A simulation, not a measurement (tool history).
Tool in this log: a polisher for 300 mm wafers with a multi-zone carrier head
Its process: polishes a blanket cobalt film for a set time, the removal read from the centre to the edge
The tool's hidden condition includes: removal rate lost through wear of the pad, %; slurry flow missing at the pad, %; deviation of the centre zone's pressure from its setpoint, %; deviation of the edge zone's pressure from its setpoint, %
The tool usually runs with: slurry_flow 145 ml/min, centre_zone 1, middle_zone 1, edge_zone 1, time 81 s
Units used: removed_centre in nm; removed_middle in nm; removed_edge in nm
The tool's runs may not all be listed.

| run | hour | slurry_flow | centre_zone | middle_zone | edge_zone | time | wafers since the last listed run | wafers polished on this pad | hours since the slurry nozzle was cleaned | hours since the centre zone pressure was calibrated | hours since the edge zone pressure was calibrated | hours since the carrier head's membrane was replaced | incoming thickness of the incoming film, nm | removed_centre | removed_middle | removed_edge |
|---|---|---|---|---|---|---|---|---|---|---|---|---|---|---|---|---|
| 1 | 0 | 145 | 1 | 1.07 | 1 | 81 | 0 | 723 | 169.8 | 303 | 268.5 | 163.9 | 1478.6 | 334.1 | 344 | 341.2 |
| 2 | 54.1 | 145 | 1 | 1.07 | 1 | 81 | 581 | 1305 | 223.9 | 357.1 | 322.6 | 218 | 1461.1 | 332.4 | 341.2 | 343.6 |
|  | 102.6 | slurry nozzle cleaned |
| 3 | 135.4 | 145 | 1 | 1 | 1.08 | 81 | 863 | 2168 | 32.8 | 438.4 | 403.9 | 299.3 | 1468.4 | 347.1 | 336.8 | 362.8 |
| 4 | 198 | 145 | 1 | 1 | 1 | 81 | 672 | 2841 | 95.4 | 501 | 466.5 | 361.9 | 1447.4 | 341.2 | 324.3 | 350.7 |
|  | 217.9 | worn pad replaced by a new one |
|  | 369.8 | slurry nozzle cleaned |
|  | 489.6 | worn pad replaced by a new one |
|  | 515.2 | centre zone pressure recalibrated |
| 5 | 517.8 | 145 | 1 | 1 | 1 | 81 | 3319 | 282 | 148 | 2.6 | 786.3 | 681.7 | 1503 | 337 | 327.7 | 347.9 |
| 6 | 618.7 | 145 | 1 | 1 | 1 | 81 | 1084 | 1366 | 248.9 | 103.5 | 887.2 | 782.6 | 1445.3 | 332.8 | 323.3 | 344 |
|  | 638.3 | slurry nozzle cleaned |
| 7 | 702.6 | 145 | 1 | 1 | 1 | 73 | 891 | 2257 | 64.3 | 187.4 | 971.1 | 866.5 | 1474.5 | 308.2 | 298.4 | 312.1 |
|  | 722.4 | edge zone pressure recalibrated |
|  | 739.2 | worn pad replaced by a new one |
| 8 | 774.6 | 105 | 1 | 1.05 | 1 | 94 | 709 | 380 | 136.3 | 259.4 | 52.2 | 938.5 | 1482.1 | 354.3 | 366.6 | 377.5 |
| 9 | 843.6 | 125 | 1.09 | 1 | 0.92 | 81 | 741 | 1121 | 205.3 | 328.4 | 121.2 | 1007.5 | 1472.6 | 347.5 | 310.6 | 323.3 |
| 10 | 906.4 | 145 | 1.12 | 1 | 1 | 81 | 675 | 1797 | 268.1 | 391.2 | 184 | 1070.3 | 1475.8 | 362.2 | 318.1 | 343 |
| 11 | 949.6 | 145 | 1.08 | 1 | 0.91 | 81 | 464 | 2261 | 311.3 | 434.4 | 227.2 | 1113.5 | 1488.6 | 358 | 324 | 331.1 |
|  | 953.9 | slurry nozzle cleaned |
|  | 1025.5 | worn pad replaced by a new one |
|  | 1063.9 | carrier head's membrane replaced by a new one |
| 12 | 1145.9 | 115 | 1.08 | 1 | 1 | 103 | 2002 | 1240 | 192 | 630.7 | 423.5 | 82 | 1481.1 | 437.2 | 384.2 | 420.9 |
| 13 | 1190.9 | 130 | 1 | 1 | 1.12 | 81 | 483 | 1724 | 237 | 675.7 | 468.5 | 127 | 1487.6 | 336.3 | 318.5 | 355.1 |
|  | 1204.1 | slurry nozzle cleaned |
| 14 | 1231.9 | 145 | 1 | 1 | 1 | 81 | 430 | 2154 | 27.8 | 716.7 | 509.5 | 168 | 1465.2 | 359.9 | 332.8 | 351.9 |
|  | 1263 | worn pad replaced by a new one |
| 15 | 1335.4 | 145 | 1.1 | 1 | 1 | 60 | 1069 | 778 | 131.3 | 820.2 | 613 | 271.5 | 1457.1 | 285.5 | 243.6 | 254.7 |

Predict each of these 3 candidate next runs independently; none follows another, all start after run 15:
| A | 1335.9 | 190 | 1 | 1 | 1 | 81 | 5 | 784 | 131.8 | 820.7 | 613.5 | 272 | 1487 | ? | ? | ? |
| B | 1335.9 | 145 | 1 | 1 | 0.93 | 81 | 5 | 784 | 131.8 | 820.7 | 613.5 | 272 | 1487 | ? | ? | ? |
| C | 1335.9 | 145 | 1 | 1.08 | 1.08 | 81 | 5 | 784 | 131.8 | 820.7 | 613.5 | 272 | 1487 | ? | ? | ? |

| run | removed_centre | removed_middle | removed_edge |
|---|---|---|---|
| A | 370.7 | 345.2 | 361.5 |
| B | 349.5 | 327.7 | 338.1 |
| C | 349.7 | 349.7 | 359.7 |
With the hidden condition removed and each run's random variation left untouched, the same runs would have given:
| run | removed_centre | removed_middle | removed_edge |
|---|---|---|---|
| A | 366.6 | 357.6 | 370.9 |
| B | 349.4 | 342.6 | 348.8 |
| C | 349.6 | 365.6 | 371.2 |

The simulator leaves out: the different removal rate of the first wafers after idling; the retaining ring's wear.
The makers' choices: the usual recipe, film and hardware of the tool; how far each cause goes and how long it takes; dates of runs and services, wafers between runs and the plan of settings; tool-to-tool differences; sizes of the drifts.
